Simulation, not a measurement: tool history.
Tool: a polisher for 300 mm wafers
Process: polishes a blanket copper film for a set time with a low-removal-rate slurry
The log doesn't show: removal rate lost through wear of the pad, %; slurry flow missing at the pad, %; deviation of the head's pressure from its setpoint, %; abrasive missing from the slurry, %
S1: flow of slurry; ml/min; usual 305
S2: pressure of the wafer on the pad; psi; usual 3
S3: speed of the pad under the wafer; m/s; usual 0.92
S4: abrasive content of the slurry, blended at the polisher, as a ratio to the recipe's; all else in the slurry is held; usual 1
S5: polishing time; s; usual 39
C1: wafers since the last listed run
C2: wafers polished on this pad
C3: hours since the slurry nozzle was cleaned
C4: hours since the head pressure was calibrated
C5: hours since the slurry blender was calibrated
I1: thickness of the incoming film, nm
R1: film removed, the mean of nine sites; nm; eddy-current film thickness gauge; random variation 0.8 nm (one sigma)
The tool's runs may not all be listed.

run 1 hour=0 | S1=260 S2=3 S3=0.92 S4=1 S5=39 | C1=0 C2=185 C3=502.8 C4=1034.7 C5=148.3 | I1=719.4 | R1=93.4
run 2 hour=14.6 | S1=260 S2=3 S3=0.92 S4=1 S5=39 | C1=191 C2=377 C3=517.4 C4=1049.3 C5=162.9 | I1=706.1 | R1=92
run 3 hour=35.1 | S1=305 S2=3 S3=1.02 S4=1 S5=39 | C1=269 C2=646 C3=537.9 C4=1069.8 C5=183.4 | I1=701.7 | R1=98.6
-- hour=42.2 worn pad replaced by a new one
run 4 hour=44.5 | S1=305 S2=3 S3=0.92 S4=1 S5=39 | C1=70 C2=29 C3=547.3 C4=1079.2 C5=192.8 | I1=710.7 | R1=95.7
run 5 hour=53.3 | S1=305 S2=3 S3=0.92 S4=1 S5=39 | C1=115 C2=145 C3=556.1 C4=1088 C5=201.6 | I1=723 | R1=94.5
run 6 hour=69.2 | S1=225 S2=2.7 S3=0.92 S4=1 S5=39 | C1=208 C2=354 C3=572 C4=1103.9 C5=217.5 | I1=704 | R1=79.9
run 7 hour=85.2 | S1=225 S2=2.7 S3=0.92 S4=1 S5=39 | C1=209 C2=564 C3=588 C4=1119.9 C5=233.5 | I1=709 | R1=78.2
-- hour=102.1 worn pad replaced by a new one
run 8 hour=102.6 | S1=225 S2=2.7 S3=0.92 S4=1 S5=39 | C1=175 C2=6 C3=605.4 C4=1137.3 C5=250.9 | I1=712.3 | R1=82.4
run 9 hour=108.4 | S1=305 S2=3 S3=0.92 S4=1 S5=39 | C1=76 C2=82 C3=611.2 C4=1143.1 C5=256.7 | I1=699.4 | R1=95.6
run 10 hour=124 | S1=305 S2=3 S3=0.92 S4=1 S5=39 | C1=204 C2=287 C3=626.8 C4=1158.7 C5=272.3 | I1=696.2 | R1=92.9
run 11 hour=134.5 | S1=250 S2=3 S3=0.92 S4=1 S5=39 | C1=137 C2=425 C3=637.3 C4=1169.2 C5=282.8 | I1=717.1 | R1=88.4
run 12 hour=143.8 | S1=305 S2=3 S3=0.92 S4=1 S5=39 | C1=122 C2=547 C3=646.6 C4=1178.5 C5=292.1 | I1=703.1 | R1=89.2
run 13 hour=152.3 | S1=305 S2=3 S3=0.92 S4=1 S5=39 | C1=111 C2=658 C3=655.1 C4=1187 C5=300.6 | I1=711.1 | R1=88.7
run 14 hour=158.6 | S1=305 S2=3 S3=0.92 S4=1 S5=39 | C1=82 C2=741 C3=661.4 C4=1193.3 C5=306.9 | I1=697.7 | R1=86.8
-- hour=174.5 worn pad replaced by a new one
run 15 hour=175 | S1=305 S2=3 S3=0.92 S4=1 S5=39 | C1=162 C2=7 C3=677.8 C4=1209.7 C5=323.3 | I1=708.7 | R1=95.3
run 16 hour=182 | S1=305 S2=3 S3=0.68 S4=1.3 S5=39 | C1=91 C2=98 C3=684.8 C4=1216.7 C5=330.3 | I1=697.5 | R1=75.8
run 17 hour=197.3 | S1=305 S2=3 S3=0.76 S4=1 S5=39 | C1=200 C2=299 C3=700.1 C4=1232 C5=345.6 | I1=715 | R1=78
run 18 hour=206.8 | S1=305 S2=2.5 S3=1.12 S4=1.25 S5=33 | C1=124 C2=424 C3=709.6 C4=1241.5 C5=355.1 | I1=697.1 | R1=77.9
-- hour=213.7 slurry nozzle cleaned
-- hour=220.1 slurry blender recalibrated
run 19 hour=224 | S1=305 S2=3 S3=0.82 S4=0.9 S5=39 | C1=186 C2=610 C3=10.3 C4=1258.7 C5=3.9 | I1=713.1 | R1=81.6
-- hour=229.2 head pressure recalibrated
-- hour=233.5 worn pad replaced by a new one
run 20 hour=234 | S1=340 S2=2.1 S3=0.72 S4=1.15 S5=39 | C1=52 C2=6 C3=20.3 C4=4.8 C5=13.9 | I1=702.3 | R1=58.6
run 21 hour=245.8 | S1=305 S2=2.6 S3=0.92 S4=1 S5=47 | C1=154 C2=161 C3=32.1 C4=16.6 C5=25.7 | I1=724 | R1=102.2
run 22 hour=254.6 | S1=305 S2=3 S3=0.92 S4=0.75 S5=39 | C1=115 C2=277 C3=40.9 C4=25.4 C5=34.5 | I1=710.9 | R1=92.5
run 23 hour=260.9 | S1=215 S2=3 S3=0.92 S4=0.8 S5=39 | C1=82 C2=359 C3=47.2 C4=31.7 C5=40.8 | I1=712.8 | R1=88.2
run 24 hour=267.2 | S1=305 S2=3 S3=0.92 S4=0.85 S5=39 | C1=82 C2=442 C3=53.5 C4=38 C5=47.1 | I1=704.5 | R1=92
run 25 hour=282.7 | S1=210 S2=3 S3=0.92 S4=1.25 S5=31 | C1=203 C2=646 C3=69 C4=53.5 C5=62.6 | I1=707.2 | R1=72.1
run 26 hour=292.8 | S1=305 S2=3.4 S3=0.92 S4=1.1 S5=39 | C1=132 C2=778 C3=79.1 C4=63.6 C5=72.7 | I1=707.5 | R1=104.1
-- hour=298.5 worn pad replaced by a new one
run 27 hour=306 | S1=305 S2=3 S3=0.92 S4=1 S5=39 | C1=120 C2=98 C3=92.3 C4=76.8 C5=85.9 | I1=707.2 | R1=99.4
run 28 hour=312.7 | S1=305 S2=3 S3=0.92 S4=1 S5=39 | C1=87 C2=186 C3=99 C4=83.5 C5=92.6 | I1=708.7 | R1=98.3
run 29 hour=326.5 | S1=305 S2=3 S3=0.92 S4=1 S5=39 | C1=181 C2=367 C3=112.8 C4=97.3 C5=106.4 | I1=697.1 | R1=95.6

5 ways to go on from here, each from the tool as it stands after run 29. What would each give?
run A hour=326.9 | S1=305 S2=3 S3=0.92 S4=1 S5=39 | C1=5 C2=372 C3=113.2 C4=97.7 C5=106.8 | I1=698.5 | R1=?
run B hour=326.9 | S1=260 S2=3.5 S3=0.92 S4=0.85 S5=39 | C1=5 C2=372 C3=113.2 C4=97.7 C5=106.8 | I1=698.5 | R1=?
run C hour=326.9 | S1=305 S2=3.8 S3=0.92 S4=1 S5=39 | C1=5 C2=372 C3=113.2 C4=97.7 C5=106.8 | I1=698.5 | R1=?
run D hour=326.9 | S1=360 S2=3.6 S3=0.92 S4=1 S5=39 | C1=5 C2=372 C3=113.2 C4=97.7 C5=106.8 | I1=698.5 | R1=?
run E hour=326.9 | S1=305 S2=3 S3=0.92 S4=1 S5=27 | C1=5 C2=372 C3=113.2 C4=97.7 C5=106.8 | I1=698.5 | R1=?

run=A R1=95.4
run=B R1=106.5
run=C R1=120.8
run=D R1=116.2
run=E R1=66
Without the tool's hidden state the same runs would have given:
run=A R1=100.6
run=B R1=112.3
run=C R1=127.4
run=D R1=122.5
run=E R1=69.6
